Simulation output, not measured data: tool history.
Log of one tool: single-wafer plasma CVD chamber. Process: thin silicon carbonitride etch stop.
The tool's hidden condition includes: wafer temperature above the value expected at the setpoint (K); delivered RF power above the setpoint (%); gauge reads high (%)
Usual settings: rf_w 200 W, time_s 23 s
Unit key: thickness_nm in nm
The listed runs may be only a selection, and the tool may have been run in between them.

| run | hour | rf_w | time_s | wafers since the last listed run | hours since the last thermocouple change | hours since the last RF generator calibration | hours since the showerhead was replaced | hours since the gauge calibration | read-back reference wafer on the same gauge, thickness_nm | thickness_nm |
|---|---|---|---|---|---|---|---|---|---|---|
| 1 | 0 | 185 | 23 | 0 | 2619.1 | 532.2 | 3505.3 | 258.3 | 10.101 | 10.954 |
| 2 | 22.5 | 200 | 23 | 422 | 2641.6 | 554.7 | 3527.8 | 280.8 | 10.102 | 11.277 |
| 3 | 54.7 | 200 | 23 | 604 | 2673.8 | 586.9 | 3560 | 313 | 10.096 | 11.218 |
| 4 | 88.8 | 200 | 23 | 640 | 2707.9 | 621 | 3594.1 | 347.1 | 10.099 | 11.211 |
| 5 | 121.2 | 200 | 23 | 608 | 2740.3 | 653.4 | 3626.5 | 379.5 | 10.103 | 11.18 |
| 6 | 152.9 | 200 | 23 | 595 | 2772 | 685.1 | 3658.2 | 411.2 | 10.097 | 11.206 |
| 7 | 181.1 | 200 | 20.2 | 529 | 2800.2 | 713.3 | 3686.4 | 439.4 | 10.099 | 9.84 |
|  | 201.9 | thermocouple changed; heater temperature recalibrated |
| 8 | 204.1 | 200 | 20.2 | 281 | 2.2 | 736.3 | 3709.4 | 462.4 | 10.095 | 9.876 |
| 9 | 227.2 | 200 | 20.2 | 434 | 25.3 | 759.4 | 3732.5 | 485.5 | 10.103 | 9.784 |
| 10 | 243.7 | 200 | 23 | 310 | 41.8 | 775.9 | 3749 | 502 | 10.106 | 11.184 |
| 11 | 262.6 | 200 | 25 | 355 | 60.7 | 794.8 | 3767.9 | 520.9 | 10.101 | 12.144 |
| 12 | 291.1 | 200 | 23 | 535 | 89.2 | 823.3 | 3796.4 | 549.4 | 10.098 | 11.18 |
| 13 | 315.2 | 200 | 23 | 452 | 113.3 | 847.4 | 3820.5 | 573.5 | 10.098 | 11.176 |
| 14 | 348.9 | 215 | 25.3 | 633 | 147 | 881.1 | 3854.2 | 607.2 | 10.103 | 12.512 |
|  | 357.2 | RF generator calibrated |
| 15 | 370.8 | 200 | 23 | 261 | 168.9 | 13.6 | 3876.1 | 629.1 | 10.1 | 11.319 |
| 16 | 395.5 | 230 | 25.8 | 464 | 193.6 | 38.3 | 3900.8 | 653.8 | 10.096 | 13.199 |
| 17 | 427.2 | 175 | 19.2 | 595 | 225.3 | 70 | 3932.5 | 685.5 | 10.104 | 9.077 |
| 18 | 445 | 185 | 24.7 | 334 | 243.1 | 87.8 | 3950.3 | 703.3 | 10.096 | 11.864 |
| 19 | 457.2 | 180 | 23 | 229 | 255.3 | 100 | 3962.5 | 715.5 | 10.102 | 10.947 |
|  | 490 | showerhead replaced, of another model than before |
| 20 | 492.7 | 225 | 20.1 | 516 | 290.8 | 135.5 | 2.7 | 751 | 10.103 | 10.415 |
| 21 | 560.2 | 200 | 23 | 1268 | 358.3 | 203 | 70.2 | 818.5 | 10.106 | 11.2 |
| 22 | 590 | 215 | 27.1 | 559 | 388.1 | 232.8 | 100 | 848.3 | 10.095 | 13.645 |
| 23 | 619.9 | 190 | 23 | 561 | 418 | 262.7 | 129.9 | 878.2 | 10.101 | 10.892 |
| 24 | 642.9 | 160 | 18.6 | 432 | 441 | 285.7 | 152.9 | 901.2 | 10.1 | 7.935 |
|  | 657.2 | gauge calibrated |
| 25 | 660.4 | 240 | 21.5 | 328 | 458.5 | 303.2 | 170.4 | 3.2 | 10.1 | 11.413 |
| 26 | 685.4 | 215 | 26.6 | 469 | 483.5 | 328.2 | 195.4 | 28.2 | 10.099 | 13.345 |
| 27 | 718.8 | 225 | 25.4 | 627 | 516.9 | 361.6 | 228.8 | 61.6 | 10.097 | 13.038 |
| 28 | 737.3 | 200 | 23 | 347 | 535.4 | 380.1 | 247.3 | 80.1 | 10.104 | 11.116 |
| 29 | 767.8 | 200 | 26.2 | 573 | 565.9 | 410.6 | 277.8 | 110.6 | 10.1 | 12.678 |
| 30 | 795.7 | 200 | 23 | 524 | 593.8 | 438.5 | 305.7 | 138.5 | 10.096 | 11.11 |
| 31 | 816.1 | 220 | 23 | 383 | 614.2 | 458.9 | 326.1 | 158.9 | 10.099 | 11.685 |
| 32 | 851.1 | 200 | 25.1 | 657 | 649.2 | 493.9 | 361.1 | 193.9 | 10.102 | 12.074 |
| 33 | 885.5 | 235 | 23 | 646 | 683.6 | 528.3 | 395.5 | 228.3 | 10.103 | 12.018 |
| 34 | 947.4 | 175 | 19.4 | 1163 | 745.5 | 590.2 | 457.4 | 290.2 | 10.103 | 8.655 |
| 35 | 973.6 | 230 | 23 | 492 | 771.7 | 616.4 | 483.6 | 316.4 | 10.098 | 11.876 |

Consider 4 possible next runs. They are alternatives, not a sequence: every one starts from the tool as it was left by run 35. What does each give?
| A | 974 | 160 | 23 | 7 | 772.1 | 616.8 | 484 | 316.8 | ? | ? |
| B | 974 | 215 | 19.6 | 7 | 772.1 | 616.8 | 484 | 316.8 | ? | ? |
| C | 974 | 185 | 19.5 | 7 | 772.1 | 616.8 | 484 | 316.8 | ? | ? |
| D | 974 | 200 | 20.7 | 7 | 772.1 | 616.8 | 484 | 316.8 | ? | ? |

| run | read-back reference wafer on the same gauge, thickness_nm | thickness_nm |
|---|---|---|
| A | 10.099 | 9.665 |
| B | 10.099 | 9.731 |
| C | 10.099 | 8.942 |
| D | 10.099 | 9.903 |
Had the tool no hidden state, the same runs would have come out as:
| run | thickness_nm |
|---|---|
| A | 9.948 |
| B | 10.016 |
| C | 9.204 |
| D | 10.193 |
